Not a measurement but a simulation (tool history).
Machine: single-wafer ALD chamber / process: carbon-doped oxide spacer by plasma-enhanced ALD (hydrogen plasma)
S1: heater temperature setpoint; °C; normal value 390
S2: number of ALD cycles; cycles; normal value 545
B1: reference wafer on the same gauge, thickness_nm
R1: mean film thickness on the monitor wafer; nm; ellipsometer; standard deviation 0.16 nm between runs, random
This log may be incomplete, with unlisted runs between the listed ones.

| run | hour | S1 | S2 | B1 | R1 |
|---|---|---|---|---|---|
| 1 | 0 | 390 | 491 | 27.694 | 26.074 |
| 2 | 33.6 | 390 | 491 | 27.726 | 26.001 |
| 3 | 51.9 | 390 | 614 | 27.673 | 32.693 |
| 4 | 84.9 | 390 | 614 | 27.711 | 32.65 |
| 5 | 120.5 | 390 | 545 | 27.732 | 28.834 |
| 6 | 150.3 | 390 | 545 | 27.708 | 28.746 |
| 7 | 174.2 | 390 | 545 | 27.654 | 28.653 |
| 8 | 200.5 | 390 | 545 | 27.674 | 29.059 |
| 9 | 235.1 | 390 | 545 | 27.627 | 29.165 |
| 10 | 319.9 | 390 | 545 | 27.587 | 28.946 |
| 11 | 349 | 379 | 499 | 27.533 | 26.416 |
| 12 | 371.5 | 380 | 545 | 27.52 | 28.813 |
| 13 | 389.1 | 381 | 545 | 27.511 | 28.712 |
| 14 | 420.2 | 381 | 545 | 27.433 | 28.267 |
| 15 | 456.2 | 381 | 545 | 27.422 | 28.662 |
| 16 | 486 | 390 | 545 | 27.383 | 28.328 |
| 17 | 516.9 | 398 | 545 | 27.373 | 28.763 |
| 18 | 545.1 | 390 | 545 | 27.271 | 28.375 |
| 19 | 590.4 | 390 | 545 | 27.227 | 28.324 |
| 20 | 613.2 | 379 | 545 | 27.087 | 28.039 |
|  | 640.4 | thermocouple changed; heater temperature recalibrated |
| 21 | 640.9 | 379 | 545 | 27.134 | 28.36 |
|  | 654.4 | gauge calibrated |
| 22 | 659.4 | 379 | 545 | 27.713 | 28.667 |
| 23 | 692.7 | 390 | 545 | 27.659 | 28.686 |
| 24 | 728.5 | 386 | 584 | 27.626 | 30.65 |
| 25 | 831.8 | 400 | 463 | 27.667 | 24.264 |
| 26 | 857.9 | 390 | 604 | 27.637 | 31.8 |
| 27 | 876.5 | 390 | 646 | 27.653 | 34.206 |
| 28 | 897.7 | 385 | 639 | 27.589 | 33.572 |
| 29 | 932.3 | 398 | 587 | 27.59 | 30.885 |
| 30 | 966.4 | 380 | 453 | 27.557 | 23.942 |
| 31 | 986 | 398 | 474 | 27.487 | 25.086 |
| 32 | 1002.8 | 399 | 639 | 27.469 | 33.658 |
| 33 | 1038.7 | 384 | 457 | 27.47 | 24.081 |
| 34 | 1060.9 | 376 | 480 | 27.406 | 25.213 |
| 35 | 1087 | 403 | 614 | 27.397 | 31.625 |
| 36 | 1119.8 | 381 | 514 | 27.401 | 26.961 |
| 37 | 1141.1 | 390 | 545 | 27.294 | 28.423 |
| 38 | 1168.2 | 379 | 514 | 27.27 | 26.813 |

The next listed run, before its measurement:
| 39 | 1191.2 | 390 | 476 | ? | ? |

{"run 39": {"B1": 27.261, "R1": 24.524}}
The same run, on a tool lacking any hidden state, would have yielded R1 24.935 nm.

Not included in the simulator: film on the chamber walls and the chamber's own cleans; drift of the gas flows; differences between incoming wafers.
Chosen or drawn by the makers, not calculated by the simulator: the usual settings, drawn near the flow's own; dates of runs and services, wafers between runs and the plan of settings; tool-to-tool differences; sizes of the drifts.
